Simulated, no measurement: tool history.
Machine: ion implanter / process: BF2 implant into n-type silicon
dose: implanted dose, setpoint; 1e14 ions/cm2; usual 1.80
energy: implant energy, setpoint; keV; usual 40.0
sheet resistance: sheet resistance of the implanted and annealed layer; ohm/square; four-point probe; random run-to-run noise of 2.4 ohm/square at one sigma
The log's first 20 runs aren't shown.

run    hour  dose  energy  read-back reference wafer on the same gauge, sheet resistance  sheet resistance
 21   909.7  1.80    40.0                                                         582.63            612.62
 22   980.9  2.01    36.5                                                         582.87            560.84
 23  1018.1  1.80    47.5                                                         583.22            590.00
 24  1114.3  2.10    49.0                                                         582.97            523.90
 25  1150.2  1.55    26.0                                                         583.27            715.77
     1177.6  -- Faraday cup replaced and dose calibrated
 26  1196.4  1.50    53.0                                                         583.77            704.38
 27  1244.8  1.51    26.5                                                         583.07            755.58
 28  1299.3  1.58    40.0                                                         584.28            690.41
 29  1506.3  2.28    36.0                                                         582.75            518.78
 30  1535.1  1.80    33.0                                                         582.37            632.92
     1559.9  -- extraction supply calibrated
 31  1604.1  1.80    28.5                                                         583.34            638.34
 32  1663.0  2.21    45.5                                                         582.02            517.87
 33  1692.9  1.64    36.0                                                         581.71            673.76
 34  1747.8  1.58    40.0                                                         582.44            683.73
 35  1808.1  2.15    29.5                                                         583.16            549.98
 36  1852.6  1.46    33.5                                                         583.62            740.61
 37  1898.6  1.80    40.0                                                         583.29            614.51
 38  2107.9  1.31    30.0                                                         582.83            817.07

Below are 3 alternative next runs, each starting from the tool's condition after run 38. Predict each:
  A  2108.3  2.02    40.0                                                              ?                 ?
  B  2108.3  1.98    50.5                                                              ?                 ?
  C  2108.3  1.56    40.0                                                              ?                 ?

run  read-back reference wafer on the same gauge, sheet resistance  sheet resistance
  A                                                         582.38            553.38
  B                                                         582.38            546.71
  C                                                         582.38            678.17
Without the tool's unlogged condition, the same runs would have read:
run  sheet resistance
  A            569.95
  B            562.98
  C            697.97

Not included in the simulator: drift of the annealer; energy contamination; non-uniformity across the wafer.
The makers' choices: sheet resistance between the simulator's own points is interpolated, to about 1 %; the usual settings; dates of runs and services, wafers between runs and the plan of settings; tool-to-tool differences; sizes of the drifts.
